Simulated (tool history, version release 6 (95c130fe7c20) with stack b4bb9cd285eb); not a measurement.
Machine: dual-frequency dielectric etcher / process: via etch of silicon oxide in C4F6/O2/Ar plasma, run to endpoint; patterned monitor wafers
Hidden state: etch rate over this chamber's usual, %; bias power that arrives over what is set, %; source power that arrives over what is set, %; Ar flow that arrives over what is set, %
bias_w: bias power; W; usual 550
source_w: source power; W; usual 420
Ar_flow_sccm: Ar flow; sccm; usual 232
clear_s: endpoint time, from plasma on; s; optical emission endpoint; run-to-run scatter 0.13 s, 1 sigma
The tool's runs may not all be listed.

run,hour,bias_w,source_w,Ar_flow_sccm,wafers since the last listed run,hours since the last wet clean,hours since the last bias power generator calibration,hours since the last source power generator calibration,hours since the last Ar flow controller change,hours since the last upper electrode change,"incoming incoming film thickness, nm",clear_s
1,0.0,497,350,232,0,494.6,4230.1,240.7,82.9,335.9,112.6,24.0
# hour 17.9: bias power generator calibrated
2,52.5,497,350,232,799,547.1,34.6,293.2,135.4,388.4,113.9,24.0
# hour 85.1: wet clean of the chamber
3,100.0,550,420,253,387,14.9,82.1,340.7,182.9,435.9,114.0,23.8
4,163.6,590,420,232,1048,78.5,145.7,404.3,246.5,499.5,112.7,22.7
5,199.3,550,420,232,588,114.2,181.4,440.0,282.2,535.2,114.3,23.4
6,247.3,449,370,200,791,162.2,229.4,488.0,330.2,583.2,114.6,25.3
7,283.7,550,420,232,600,198.6,265.8,524.4,366.6,619.6,114.1,23.4
8,330.6,416,320,276,773,245.5,312.7,571.3,413.5,666.5,113.9,27.0
9,369.9,493,450,287,647,284.8,352.0,610.6,452.8,705.8,113.0,23.8
10,433.2,550,420,232,1043,348.1,415.3,673.9,516.1,769.1,114.2,23.2
11,471.3,550,420,182,628,386.2,453.4,712.0,554.2,807.2,113.4,22.4
# hour 541.7: wet clean of the chamber
12,542.2,550,420,232,773,0.5,524.3,782.9,625.1,878.1,112.4,23.9
13,592.3,550,360,232,826,50.6,574.4,833.0,675.2,928.2,114.0,24.8
14,624.0,550,420,232,522,82.3,606.1,864.7,706.9,959.9,113.3,23.7
15,656.1,606,420,204,529,114.4,638.2,896.8,739.0,992.0,113.7,22.8
16,690.3,550,420,271,563,148.6,672.4,931.0,773.2,1026.2,113.5,23.9
17,735.0,550,450,232,737,193.3,717.1,975.7,817.9,1070.9,113.0,23.2
18,776.1,426,520,191,677,234.4,758.2,1016.8,859.0,1112.0,113.1,23.0
19,885.8,621,340,203,1808,344.1,867.9,1126.5,968.7,1221.7,113.1,23.0
20,955.7,604,420,203,1152,414.0,937.8,1196.4,1038.6,1291.6,113.8,22.3
# hour 1013.5: wet clean of the chamber
21,1014.0,550,420,232,565,0.5,996.1,1254.7,1096.9,1349.9,113.3,23.7
22,1048.2,550,420,232,563,34.7,1030.3,1288.9,1131.1,1384.1,113.7,23.8
23,1102.5,550,380,232,895,89.0,1084.6,1343.2,1185.4,1438.4,113.4,24.0
24,1170.6,495,470,232,1122,157.1,1152.7,1411.3,1253.5,1506.5,113.2,23.3
25,1211.7,550,420,232,677,198.2,1193.8,1452.4,1294.6,1547.6,113.5,23.4
26,1245.4,550,480,232,555,231.9,1227.5,1486.1,1328.3,1581.3,113.5,22.6
27,1332.5,593,500,278,1436,319.0,1314.6,1573.2,1415.4,1668.4,112.7,21.8
28,1379.3,667,370,277,771,365.8,1361.4,1620.0,1462.2,1715.2,112.8,22.7

Predict each of these 5 candidate next runs independently; none follows another, all start after run 28:
A,1379.7,550,420,232,6,366.2,1361.8,1620.4,1462.6,1715.6,114.5,?
B,1379.7,630,420,232,6,366.2,1361.8,1620.4,1462.6,1715.6,114.5,?
C,1379.7,436,420,189,6,366.2,1361.8,1620.4,1462.6,1715.6,114.5,?
D,1379.7,550,420,178,6,366.2,1361.8,1620.4,1462.6,1715.6,114.5,?
E,1379.7,413,370,279,6,366.2,1361.8,1620.4,1462.6,1715.6,114.5,?

run,clear_s
A,23.1
B,22.3
C,23.9
D,22.5
E,26.0
Stripped of hidden state, with their random variation kept, the same runs would have yielded:
run,clear_s
A,24.0
B,23.2
C,24.9
D,23.4
E,27.1
